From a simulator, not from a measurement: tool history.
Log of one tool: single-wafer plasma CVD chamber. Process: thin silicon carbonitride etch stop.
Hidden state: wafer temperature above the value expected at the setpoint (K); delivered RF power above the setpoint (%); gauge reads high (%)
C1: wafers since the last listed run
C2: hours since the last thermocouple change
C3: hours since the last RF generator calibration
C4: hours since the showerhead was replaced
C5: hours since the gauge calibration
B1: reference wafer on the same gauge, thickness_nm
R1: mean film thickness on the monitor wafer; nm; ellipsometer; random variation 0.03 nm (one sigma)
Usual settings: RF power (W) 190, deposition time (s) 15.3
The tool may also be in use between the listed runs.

run 1 day=0.000 | RF_power_(W)=205 deposition_time_(s)=15.3 | C1=0 C2=2161.9 C3=2186.6 C4=7899.3 C5=248.0 | B1=6.801 | R1=8.108
run 2 day=1.412 | RF_power_(W)=205 deposition_time_(s)=15.3 | C1=845 C2=2195.8 C3=2220.5 C4=7933.2 C5=281.9 | B1=6.796 | R1=8.137
run 3 day=1.933 | RF_power_(W)=190 deposition_time_(s)=15.3 | C1=311 C2=2208.3 C3=2233.0 C4=7945.7 C5=294.4 | B1=6.809 | R1=7.809
run 4 day=2.592 | RF_power_(W)=165 deposition_time_(s)=16.2 | C1=394 C2=2224.1 C3=2248.8 C4=7961.5 C5=310.2 | B1=6.803 | R1=7.667
run 5 day=3.346 | RF_power_(W)=190 deposition_time_(s)=15.3 | C1=451 C2=2242.2 C3=2266.9 C4=7979.6 C5=328.3 | B1=6.804 | R1=7.809
run 6 day=4.312 | RF_power_(W)=190 deposition_time_(s)=15.3 | C1=578 C2=2265.4 C3=2290.1 C4=8002.8 C5=351.5 | B1=6.794 | R1=7.804
run 7 day=5.046 | RF_power_(W)=190 deposition_time_(s)=13.5 | C1=438 C2=2283.0 C3=2307.7 C4=8020.4 C5=369.1 | B1=6.810 | R1=6.848
run 8 day=6.212 | RF_power_(W)=190 deposition_time_(s)=14.6 | C1=698 C2=2311.0 C3=2335.7 C4=8048.4 C5=397.1 | B1=6.801 | R1=7.374
-- day=7.804 showerhead replaced, of another model than before
-- day=10.217 RF generator calibrated
run 9 day=10.512 | RF_power_(W)=190 deposition_time_(s)=14.6 | C1=2174 C2=2414.2 C3=7.1 C4=65.0 C5=500.3 | B1=6.802 | R1=7.713
run 10 day=11.100 | RF_power_(W)=180 deposition_time_(s)=15.3 | C1=351 C2=2428.3 C3=21.2 C4=79.1 C5=514.4 | B1=6.791 | R1=7.707
run 11 day=12.312 | RF_power_(W)=190 deposition_time_(s)=15.3 | C1=725 C2=2457.4 C3=50.3 C4=108.2 C5=543.5 | B1=6.799 | R1=8.078
run 12 day=12.967 | RF_power_(W)=165 deposition_time_(s)=15.3 | C1=391 C2=2473.1 C3=66.0 C4=123.9 C5=559.2 | B1=6.812 | R1=7.224
run 13 day=13.846 | RF_power_(W)=165 deposition_time_(s)=15.3 | C1=526 C2=2494.2 C3=87.1 C4=145.0 C5=580.3 | B1=6.802 | R1=7.205
run 14 day=14.738 | RF_power_(W)=165 deposition_time_(s)=15.3 | C1=533 C2=2515.6 C3=108.5 C4=166.4 C5=601.7 | B1=6.794 | R1=7.165
run 15 day=16.079 | RF_power_(W)=170 deposition_time_(s)=17.0 | C1=803 C2=2547.8 C3=140.7 C4=198.6 C5=633.9 | B1=6.794 | R1=8.172
run 16 day=16.688 | RF_power_(W)=190 deposition_time_(s)=15.3 | C1=364 C2=2562.4 C3=155.3 C4=213.2 C5=648.5 | B1=6.799 | R1=8.081
run 17 day=17.533 | RF_power_(W)=175 deposition_time_(s)=16.8 | C1=506 C2=2582.7 C3=175.6 C4=233.5 C5=668.8 | B1=6.801 | R1=8.349
-- day=18.662 gauge calibrated
run 18 day=18.679 | RF_power_(W)=155 deposition_time_(s)=17.6 | C1=685 C2=2610.2 C3=203.1 C4=261.0 C5=0.4 | B1=6.807 | R1=7.695
-- day=20.104 thermocouple changed; heater temperature recalibrated
run 19 day=20.125 | RF_power_(W)=190 deposition_time_(s)=16.9 | C1=665 C2=0.5 C3=237.8 C4=295.7 C5=35.1 | B1=6.798 | R1=8.901
run 20 day=21.008 | RF_power_(W)=220 deposition_time_(s)=15.3 | C1=528 C2=21.7 C3=259.0 C4=316.9 C5=56.3 | B1=6.796 | R1=8.881
run 21 day=21.992 | RF_power_(W)=160 deposition_time_(s)=15.3 | C1=588 C2=45.3 C3=282.6 C4=340.5 C5=79.9 | B1=6.800 | R1=6.959
run 22 day=23.096 | RF_power_(W)=190 deposition_time_(s)=17.4 | C1=660 C2=71.8 C3=309.1 C4=367.0 C5=106.4 | B1=6.795 | R1=9.138
run 23 day=23.662 | RF_power_(W)=190 deposition_time_(s)=16.6 | C1=339 C2=85.4 C3=322.7 C4=380.6 C5=120.0 | B1=6.793 | R1=8.730
run 24 day=24.971 | RF_power_(W)=170 deposition_time_(s)=17.0 | C1=783 C2=116.8 C3=354.1 C4=412.0 C5=151.4 | B1=6.800 | R1=8.220
run 25 day=28.579 | RF_power_(W)=190 deposition_time_(s)=15.3 | C1=2159 C2=203.4 C3=440.7 C4=498.6 C5=238.0 | B1=6.793 | R1=7.997
run 26 day=29.908 | RF_power_(W)=190 deposition_time_(s)=16.8 | C1=795 C2=235.3 C3=472.6 C4=530.5 C5=269.9 | B1=6.801 | R1=8.795
run 27 day=31.079 | RF_power_(W)=215 deposition_time_(s)=17.4 | C1=700 C2=263.4 C3=500.7 C4=558.6 C5=298.0 | B1=6.801 | R1=9.909
run 28 day=32.108 | RF_power_(W)=190 deposition_time_(s)=15.3 | C1=615 C2=288.1 C3=525.4 C4=583.3 C5=322.7 | B1=6.798 | R1=8.009
run 29 day=32.675 | RF_power_(W)=215 deposition_time_(s)=15.3 | C1=339 C2=301.7 C3=539.0 C4=596.9 C5=336.3 | B1=6.798 | R1=8.702
run 30 day=34.162 | RF_power_(W)=180 deposition_time_(s)=17.8 | C1=890 C2=337.4 C3=574.7 C4=632.6 C5=372.0 | B1=6.799 | R1=8.916
run 31 day=35.046 | RF_power_(W)=190 deposition_time_(s)=15.3 | C1=528 C2=358.6 C3=595.9 C4=653.8 C5=393.2 | B1=6.802 | R1=7.981
run 32 day=36.138 | RF_power_(W)=210 deposition_time_(s)=13.5 | C1=653 C2=384.8 C3=622.1 C4=680.0 C5=419.4 | B1=6.805 | R1=7.531
run 33 day=36.754 | RF_power_(W)=190 deposition_time_(s)=15.3 | C1=369 C2=399.6 C3=636.9 C4=694.8 C5=434.2 | B1=6.796 | R1=7.997
run 34 day=37.558 | RF_power_(W)=190 deposition_time_(s)=15.3 | C1=481 C2=418.9 C3=656.2 C4=714.1 C5=453.5 | B1=6.806 | R1=7.977
run 35 day=38.292 | RF_power_(W)=190 deposition_time_(s)=17.0 | C1=438 C2=436.5 C3=673.8 C4=731.7 C5=471.1 | B1=6.788 | R1=8.834

Some steps in R1 between neighbouring runs. How much of each would the tool show without its hidden state too (settings, what came in, random variation), and how much is left for the hidden state, with any gauge scatter that isn't in both results?
Run 6 -> 7: deposition time (s) 15.3 -> 13.5. R1 -0.956 nm: hidden state +0.039, all else -0.995.
Run 7 -> 8: deposition time (s) 13.5 -> 14.6. R1 +0.526 nm: hidden state -0.027, all else +0.553.
Run 8 -> 9: showerhead replaced, of another model than before, RF generator calibrated. R1 +0.339 nm: hidden state +0.299, all else +0.040.
Run 20 -> 21: RF power (W) 220 -> 160. R1 -1.922 nm: hidden state +0.013, all else -1.935.
Run 21 -> 22: RF power (W) 160 -> 190, deposition time (s) 15.3 -> 17.4. R1 +2.179 nm: hidden state -0.027, all else +2.206.
Run 27 -> 28: RF power (W) 215 -> 190, deposition time (s) 17.4 -> 15.3. R1 -1.900 nm: hidden state +0.025, all else -1.925.

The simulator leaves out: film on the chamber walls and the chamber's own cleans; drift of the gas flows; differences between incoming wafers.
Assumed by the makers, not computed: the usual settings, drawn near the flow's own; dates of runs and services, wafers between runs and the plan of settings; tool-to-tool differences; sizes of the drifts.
